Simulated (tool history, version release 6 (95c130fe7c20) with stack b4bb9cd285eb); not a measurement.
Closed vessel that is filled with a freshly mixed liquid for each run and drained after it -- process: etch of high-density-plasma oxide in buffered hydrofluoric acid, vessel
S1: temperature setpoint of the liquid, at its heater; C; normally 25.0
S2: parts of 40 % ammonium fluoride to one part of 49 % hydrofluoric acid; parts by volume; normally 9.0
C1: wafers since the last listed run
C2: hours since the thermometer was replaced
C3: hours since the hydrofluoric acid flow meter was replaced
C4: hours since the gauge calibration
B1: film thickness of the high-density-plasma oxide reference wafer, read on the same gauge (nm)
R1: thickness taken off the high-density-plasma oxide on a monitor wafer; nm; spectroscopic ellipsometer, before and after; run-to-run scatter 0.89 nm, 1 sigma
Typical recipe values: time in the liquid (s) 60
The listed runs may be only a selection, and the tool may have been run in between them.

Run 1, day 0.000: usual settings; C1 0; C2 778.8; C3 539.0; C4 634.5; B1 140.04. Result: R1 89.30 nm.
Run 2, day 2.958: usual settings; C1 9525; C2 849.8; C3 610.0; C4 705.5; B1 139.98. Result: R1 88.55 nm.
Run 3, day 6.158: usual settings but time in the liquid (s) 40; C1 10303; C2 926.6; C3 686.8; C4 782.3; B1 140.01. Result: R1 58.91 nm.
At day 7.588: hydrofluoric acid flow meter replaced.
Run 4, day 10.550: usual settings; C1 14006; C2 1032.0; C3 71.1; C4 887.7; B1 140.00. Result: R1 93.95 nm.
Run 5, day 14.908: usual settings; C1 14033; C2 1136.6; C3 175.7; C4 992.3; B1 140.00. Result: R1 92.06 nm.
Run 6, day 17.388: usual settings; C1 7982; C2 1196.1; C3 235.2; C4 1051.8; B1 140.01. Result: R1 92.27 nm.
Run 7, day 20.758: usual settings; C1 10853; C2 1277.0; C3 316.1; C4 1132.7; B1 140.00. Result: R1 90.95 nm.
Run 8, day 23.254: usual settings; C1 8036; C2 1336.9; C3 376.0; C4 1192.6; B1 140.03. Result: R1 90.54 nm.
Run 9, day 27.038: usual settings but time in the liquid (s) 50; C1 12181; C2 1427.7; C3 466.8; C4 1283.4; B1 140.02. Result: R1 75.05 nm.
Run 10, day 30.321: usual settings but time in the liquid (s) 50; C1 10571; C2 1506.5; C3 545.6; C4 1362.2; B1 140.00. Result: R1 74.96 nm.
Run 11, day 32.129: usual settings but S1 21.5 C; C1 5822; C2 1549.9; C3 589.0; C4 1405.6; B1 139.99. Result: R1 72.48 nm.
Run 12, day 35.112: usual settings but S1 21.5 C; C1 9605; C2 1621.5; C3 660.6; C4 1477.2; B1 139.96. Result: R1 72.28 nm.
Run 13, day 38.417: usual settings but S2 11.0 parts by volume; C1 10638; C2 1700.8; C3 739.9; C4 1556.5; B1 139.93. Result: R1 70.71 nm.
Run 14, day 41.462: usual settings but S2 11.0 parts by volume; C1 9807; C2 1773.9; C3 813.0; C4 1629.6; B1 139.96. Result: R1 70.46 nm.
At day 43.196: hydrofluoric acid flow meter replaced.
Run 15, day 45.229: usual settings but S2 11.0 parts by volume; C1 11993; C2 1864.3; C3 48.8; C4 1720.0; B1 139.97. Result: R1 79.00 nm.
Run 16, day 47.125: usual settings; C1 6104; C2 1909.8; C3 94.3; C4 1765.5; B1 139.97. Result: R1 92.07 nm.
Run 17, day 50.058: usual settings; C1 9444; C2 1980.2; C3 164.7; C4 1835.9; B1 139.95. Result: R1 91.07 nm.
At day 51.871: gauge calibrated.
Run 18, day 53.525: usual settings; C1 11162; C2 2063.4; C3 247.9; C4 39.7; B1 140.01. Result: R1 92.07 nm.
Run 19, day 57.596: usual settings but S1 28.5 C, S2 7.5 parts by volume, time in the liquid (s) 80; C1 13107; C2 2161.1; C3 345.6; C4 137.4; B1 139.96. Result: R1 173.03 nm.
Run 20, day 61.183: usual settings but S1 26.5 C, S2 6.0 parts by volume, time in the liquid (s) 70; C1 11551; C2 2247.2; C3 431.7; C4 223.5; B1 139.97. Result: R1 169.06 nm.
At day 62.142: thermometer replaced.
Run 21, day 63.225: usual settings but S1 28.5 C, time in the liquid (s) 45; C1 6439; C2 26.0; C3 480.7; C4 272.5; B1 140.01. Result: R1 81.31 nm.
Run 22, day 66.904: usual settings but S1 29.0 C, S2 6.0 parts by volume, time in the liquid (s) 30; C1 11846; C2 114.3; C3 569.0; C4 360.8; B1 139.98. Result: R1 80.39 nm.
Run 23, day 69.417: usual settings but S1 26.5 C, S2 7.0 parts by volume, time in the liquid (s) 40; C1 8089; C2 174.6; C3 629.3; C4 421.1; B1 140.03. Result: R1 79.84 nm.
Run 24, day 73.112: usual settings but S1 22.0 C, S2 11.5 parts by volume, time in the liquid (s) 30; C1 11900; C2 263.3; C3 718.0; C4 509.8; B1 139.96. Result: R1 29.41 nm.
Run 25, day 75.129: usual settings but S1 28.5 C, S2 7.5 parts by volume, time in the liquid (s) 50; C1 6493; C2 311.7; C3 766.4; C4 558.2; B1 139.97. Result: R1 99.82 nm.
Run 26, day 77.888: usual settings; C1 8881; C2 377.9; C3 832.6; C4 624.4; B1 139.97. Result: R1 83.49 nm.
At day 79.008: hydrofluoric acid flow meter replaced.
Run 27, day 81.633: usual settings; C1 11926; C2 467.8; C3 63.0; C4 714.3; B1 140.01. Result: R1 93.36 nm.
Run 28, day 84.150: usual settings but S1 22.5 C; C1 8103; C2 528.2; C3 123.4; C4 774.7; B1 140.00. Result: R1 81.34 nm.
Run 29, day 87.108: usual settings but S1 26.5 C, S2 6.5 parts by volume; C1 9525; C2 599.2; C3 194.4; C4 845.7; B1 139.99. Result: R1 136.97 nm.
Run 30, day 90.396: usual settings; C1 10585; C2 678.1; C3 273.3; C4 924.6; B1 140.00. Result: R1 90.62 nm.

Hidden condition of the tool, last listed run before each entry between runs versus first listed run after:
Run 3 -> run 4: hydrofluoric acid flow meter replaced (day 7.588)
  hydrofluoric acid flow below the setpoint (%): 10.2 -> 2.06
  the result without the hidden state subtracted from the measured one, R1: -4.20 -> -1.24 nm
Run 14 -> run 15: hydrofluoric acid flow meter replaced (day 43.196)
  hydrofluoric acid flow below the setpoint (%): 12.6 -> 2.07
  the result without the hidden state subtracted from the measured one, R1: -9.90 -> -1.62 nm
Run 17 -> run 18: gauge calibrated (day 51.871)
  hydrofluoric acid flow below the setpoint (%): 3.71 -> 4.9
  the result without the hidden state subtracted from the measured one, R1: -2.19 -> -2.95 nm
Run 20 -> run 21: thermometer replaced (day 62.142)
  hydrofluoric acid flow below the setpoint (%): 7.51 -> 8.2
  the result without the hidden state subtracted from the measured one, R1: -11.80 -> -4.49 nm
Run 26 -> run 27: hydrofluoric acid flow meter replaced (day 79.008)
  hydrofluoric acid flow below the setpoint (%): 13.2 -> 2.19
  the result without the hidden state subtracted from the measured one, R1: -8.91 -> -1.30 nm

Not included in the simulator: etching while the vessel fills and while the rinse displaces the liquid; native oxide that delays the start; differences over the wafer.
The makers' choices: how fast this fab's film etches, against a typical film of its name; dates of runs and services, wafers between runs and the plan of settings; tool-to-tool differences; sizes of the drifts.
